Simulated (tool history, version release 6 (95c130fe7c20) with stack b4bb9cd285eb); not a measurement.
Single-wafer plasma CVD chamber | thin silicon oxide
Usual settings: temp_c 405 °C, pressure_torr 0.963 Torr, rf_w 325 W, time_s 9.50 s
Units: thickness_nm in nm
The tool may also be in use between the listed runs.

run	day	temp_c	pressure_torr	rf_w	time_s	wafers since the last listed run	hours since the last thermocouple change	hours since the last RF generator calibration	hours since the last manometer calibration	hours since the showerhead was replaced	hours since the gauge calibration	read-back reference wafer on the same gauge, thickness_nm	thickness_nm
1	0.000	405	0.963	325	9.50	0	177.0	1653.5	690.9	4642.1	1534.2	19.291	17.338
2	2.488	405	0.963	325	9.50	1089	236.7	1713.2	750.6	4701.8	1593.9	19.295	17.276
3	4.258	405	0.963	325	9.50	775	279.2	1755.7	793.1	4744.3	1636.4	19.278	17.392
4	6.904	405	0.963	325	9.50	1158	342.7	1819.2	856.6	4807.8	1699.9	19.332	17.392
# day 9.021: RF generator calibrated
5	19.496	405	0.963	325	9.50	5367	644.9	251.4	1158.8	5110.0	2002.1	19.310	17.876
6	22.271	405	0.963	325	9.50	1215	711.5	318.0	1225.4	5176.6	2068.7	19.306	17.819
7	24.838	405	0.963	325	10.97	1123	773.1	379.6	1287.0	5238.2	2130.3	19.310	20.572
8	27.021	405	0.963	325	10.97	955	825.5	432.0	1339.4	5290.6	2182.7	19.279	20.548
9	28.725	405	0.963	325	10.97	746	866.4	472.9	1380.3	5331.5	2223.6	19.302	20.632
10	31.429	405	1.045	350	9.50	1184	931.3	537.8	1445.2	5396.4	2288.5	19.300	19.246
# day 34.292: thermocouple changed; heater temperature recalibrated
11	36.446	405	1.045	350	9.50	2050	51.7	658.2	1565.6	5516.8	2408.9	19.287	19.222
12	39.325	405	0.963	325	9.50	1260	120.8	727.3	1634.7	5585.9	2478.0	19.308	17.677
# day 39.821: capacitance manometer re-zeroed and calibrated
13	41.829	405	0.963	325	9.50	950	180.9	787.4	48.2	5646.0	2538.1	19.297	17.747
14	45.300	418	0.963	325	8.29	1519	264.2	870.7	131.5	5729.3	2621.4	19.303	15.303

Forecast run 15:
15	48.871	405	1.114	325	10.87	1563	349.9	956.4	217.2	5815.0	2707.1	?	?

read-back reference wafer on the same gauge, thickness_nm: 19.287
thickness_nm: 21.688 nm
Without the tool's hidden state the same run would have given thickness_nm 22.131 nm.
